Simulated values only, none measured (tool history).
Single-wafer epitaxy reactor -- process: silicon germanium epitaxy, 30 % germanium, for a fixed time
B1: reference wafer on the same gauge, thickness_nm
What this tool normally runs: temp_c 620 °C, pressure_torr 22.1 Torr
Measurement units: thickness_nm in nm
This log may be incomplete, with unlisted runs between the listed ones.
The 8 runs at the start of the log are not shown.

run 9 hour=601.5 | temp_c=620 pressure_torr=22.1 | B1=79.961 | thickness_nm=81.736
run 10 hour=702.7 | temp_c=616 pressure_torr=22.1 | B1=79.990 | thickness_nm=74.173
-- hour=759.5 capacitance manometer re-zeroed and calibrated
run 11 hour=780.7 | temp_c=616 pressure_torr=22.1 | B1=80.042 | thickness_nm=75.084
-- hour=799.1 pyrometer calibrated
run 12 hour=859.2 | temp_c=616 pressure_torr=22.1 | B1=80.070 | thickness_nm=75.237
run 13 hour=956.5 | temp_c=620 pressure_torr=22.1 | B1=79.929 | thickness_nm=81.537
run 14 hour=1055.6 | temp_c=620 pressure_torr=22.1 | B1=80.019 | thickness_nm=80.727
run 15 hour=1129.2 | temp_c=620 pressure_torr=22.1 | B1=79.981 | thickness_nm=81.691
run 16 hour=1193.0 | temp_c=620 pressure_torr=22.1 | B1=80.029 | thickness_nm=81.077
run 17 hour=1248.1 | temp_c=620 pressure_torr=24.9 | B1=79.977 | thickness_nm=86.258
run 18 hour=1311.6 | temp_c=620 pressure_torr=24.2 | B1=80.048 | thickness_nm=84.605
run 19 hour=1348.4 | temp_c=627 pressure_torr=22.1 | B1=80.023 | thickness_nm=93.514
-- hour=1386.4 showerhead replaced
run 20 hour=1448.2 | temp_c=616 pressure_torr=25.0 | B1=79.966 | thickness_nm=79.452
-- hour=1481.7 gauge calibrated
run 21 hour=1547.8 | temp_c=620 pressure_torr=24.5 | B1=80.001 | thickness_nm=84.838
run 22 hour=1618.0 | temp_c=632 pressure_torr=20.1 | B1=79.934 | thickness_nm=98.463
-- hour=1697.6 capacitance manometer re-zeroed and calibrated
run 23 hour=1717.3 | temp_c=620 pressure_torr=22.1 | B1=80.013 | thickness_nm=80.348
run 24 hour=1766.2 | temp_c=620 pressure_torr=20.3 | B1=80.060 | thickness_nm=78.591
run 25 hour=1842.0 | temp_c=634 pressure_torr=18.0 | B1=79.975 | thickness_nm=97.056
run 26 hour=1939.2 | temp_c=620 pressure_torr=18.1 | B1=79.987 | thickness_nm=74.160
-- hour=1964.0 pyrometer calibrated
run 27 hour=1988.4 | temp_c=620 pressure_torr=22.1 | B1=79.947 | thickness_nm=82.063
run 28 hour=2089.7 | temp_c=620 pressure_torr=22.1 | B1=80.045 | thickness_nm=81.228
run 29 hour=2160.9 | temp_c=629 pressure_torr=22.1 | B1=80.005 | thickness_nm=96.527
run 30 hour=2251.6 | temp_c=620 pressure_torr=24.4 | B1=80.013 | thickness_nm=85.177
run 31 hour=2293.5 | temp_c=629 pressure_torr=16.9 | B1=79.928 | thickness_nm=86.734
run 32 hour=2333.8 | temp_c=628 pressure_torr=24.2 | B1=79.857 | thickness_nm=99.662
run 33 hour=2480.7 | temp_c=607 pressure_torr=27.6 | B1=80.004 | thickness_nm=68.647

Here are 3 independent what-if runs from the current tool condition. What would each one return?
run A hour=2481.1 | temp_c=620 pressure_torr=27.2 | B1=? | thickness_nm=?
run B hour=2481.1 | temp_c=631 pressure_torr=26.2 | B1=? | thickness_nm=?
run C hour=2481.1 | temp_c=616 pressure_torr=26.1 | B1=? | thickness_nm=?

run=A B1=79.977 thickness_nm=89.808
run=B B1=79.977 thickness_nm=109.592
run=C B1=79.977 thickness_nm=81.382
Take away the tool's hidden state, keep each run's random variation, and the runs would have read:
run=A thickness_nm=89.808
run=B thickness_nm=109.592
run=C thickness_nm=81.382
